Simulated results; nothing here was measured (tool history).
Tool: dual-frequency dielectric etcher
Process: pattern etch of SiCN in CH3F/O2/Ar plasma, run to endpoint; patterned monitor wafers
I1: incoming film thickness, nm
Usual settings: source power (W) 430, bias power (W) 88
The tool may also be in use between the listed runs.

{"run": 1, "day": 0.0, "source power (W)": 430, "bias power (W)": 103, "I1": 9.57, "endpoint time (s)": 21.2}
{"run": 2, "day": 2.867, "source power (W)": 430, "bias power (W)": 88, "I1": 9.5, "endpoint time (s)": 21.8}
{"day": 4.083, "done": "wet clean of the chamber"}
{"run": 3, "day": 5.204, "source power (W)": 430, "bias power (W)": 88, "I1": 9.42, "endpoint time (s)": 22.0}
{"run": 4, "day": 6.521, "source power (W)": 430, "bias power (W)": 88, "I1": 9.51, "endpoint time (s)": 22.2}
{"run": 5, "day": 9.329, "source power (W)": 430, "bias power (W)": 88, "I1": 9.48, "endpoint time (s)": 22.0}
{"run": 6, "day": 10.746, "source power (W)": 430, "bias power (W)": 88, "I1": 9.51, "endpoint time (s)": 22.1}
{"run": 7, "day": 11.812, "source power (W)": 430, "bias power (W)": 88, "I1": 9.54, "endpoint time (s)": 22.2}
{"run": 8, "day": 13.488, "source power (W)": 430, "bias power (W)": 88, "I1": 9.43, "endpoint time (s)": 21.7}
{"run": 9, "day": 16.304, "source power (W)": 430, "bias power (W)": 88, "I1": 9.42, "endpoint time (s)": 21.7}
{"day": 18.629, "done": "wet clean of the chamber"}
{"run": 10, "day": 19.046, "source power (W)": 430, "bias power (W)": 75, "I1": 9.49, "endpoint time (s)": 23.2}
{"run": 11, "day": 21.083, "source power (W)": 430, "bias power (W)": 88, "I1": 9.47, "endpoint time (s)": 22.0}
{"day": 22.446, "done": "source power generator calibrated"}
{"run": 12, "day": 22.975, "source power (W)": 360, "bias power (W)": 88, "I1": 9.47, "endpoint time (s)": 23.1}
{"run": 13, "day": 24.062, "source power (W)": 360, "bias power (W)": 88, "I1": 9.45, "endpoint time (s)": 23.1}
{"run": 14, "day": 25.367, "source power (W)": 350, "bias power (W)": 100, "I1": 9.45, "endpoint time (s)": 22.4}
{"run": 15, "day": 27.533, "source power (W)": 350, "bias power (W)": 100, "I1": 9.5, "endpoint time (s)": 22.3}
{"run": 16, "day": 29.988, "source power (W)": 350, "bias power (W)": 100, "I1": 9.46, "endpoint time (s)": 22.3}
{"run": 17, "day": 31.125, "source power (W)": 380, "bias power (W)": 88, "I1": 9.41, "endpoint time (s)": 22.3}
{"day": 32.608, "done": "wet clean of the chamber"}
{"run": 18, "day": 33.988, "source power (W)": 510, "bias power (W)": 79, "I1": 9.44, "endpoint time (s)": 21.6}
{"day": 35.212, "done": "bias power generator calibrated"}
{"run": 19, "day": 35.85, "source power (W)": 530, "bias power (W)": 72, "I1": 9.66, "endpoint time (s)": 22.4}
{"run": 20, "day": 37.904, "source power (W)": 510, "bias power (W)": 71, "I1": 9.52, "endpoint time (s)": 22.4}
{"run": 21, "day": 39.612, "source power (W)": 430, "bias power (W)": 72, "I1": 9.6, "endpoint time (s)": 23.6}
{"day": 41.825, "done": "upper electrode replaced"}
{"run": 22, "day": 41.846, "source power (W)": 430, "bias power (W)": 88, "I1": 9.46, "endpoint time (s)": 21.8}
{"run": 23, "day": 42.871, "source power (W)": 390, "bias power (W)": 67, "I1": 9.56, "endpoint time (s)": 24.7}
{"run": 24, "day": 45.288, "source power (W)": 430, "bias power (W)": 102, "I1": 9.54, "endpoint time (s)": 21.0}
{"day": 49.483, "done": "wet clean of the chamber"}
{"run": 25, "day": 52.717, "source power (W)": 400, "bias power (W)": 88, "I1": 9.59, "endpoint time (s)": 22.7}
{"run": 26, "day": 55.583, "source power (W)": 430, "bias power (W)": 77, "I1": 9.45, "endpoint time (s)": 22.8}
{"run": 27, "day": 57.988, "source power (W)": 340, "bias power (W)": 66, "I1": 9.41, "endpoint time (s)": 25.1}
{"run": 28, "day": 59.321, "source power (W)": 490, "bias power (W)": 96, "I1": 9.42, "endpoint time (s)": 20.5}
{"run": 29, "day": 62.083, "source power (W)": 430, "bias power (W)": 88, "I1": 9.58, "endpoint time (s)": 22.0}
{"run": 30, "day": 63.479, "source power (W)": 490, "bias power (W)": 88, "I1": 9.52, "endpoint time (s)": 21.0}
{"day": 65.162, "done": "wet clean of the chamber"}
{"run": 31, "day": 65.183, "source power (W)": 430, "bias power (W)": 88, "I1": 9.46, "endpoint time (s)": 22.1}
{"run": 32, "day": 66.858, "source power (W)": 510, "bias power (W)": 97, "I1": 9.49, "endpoint time (s)": 20.4}
{"run": 33, "day": 72.371, "source power (W)": 430, "bias power (W)": 88, "I1": 9.37, "endpoint time (s)": 21.7}
{"run": 34, "day": 73.862, "source power (W)": 520, "bias power (W)": 69, "I1": 9.54, "endpoint time (s)": 22.3}

Give the tool's hidden conditions for every run:
source power that arrives over what is set, %: 0, the same for each run
bias power that arrives over what is set, %: 0, the same for each run
H1: etch rate over this chamber's usual, %
run=1 H1=1.16
run=2 H1=1.53
run=3 H1=0.117
run=4 H1=0.287
run=5 H1=0.649
run=6 H1=0.832
run=7 H1=0.97
run=8 H1=1.19
run=9 H1=1.55
run=10 H1=0.155
run=11 H1=0.418
run=12 H1=0.662
run=13 H1=0.803
run=14 H1=0.971
run=15 H1=1.25
run=16 H1=1.57
run=17 H1=1.71
run=18 H1=-0.109
run=19 H1=0.132
run=20 H1=0.397
run=21 H1=0.617
run=22 H1=0.905
run=23 H1=1.04
run=24 H1=1.35
run=25 H1=0.7
run=26 H1=1.07
run=27 H1=1.38
run=28 H1=1.55
run=29 H1=1.91
run=30 H1=2.09
run=31 H1=0.129
run=32 H1=0.345
run=33 H1=1.06
run=34 H1=1.25
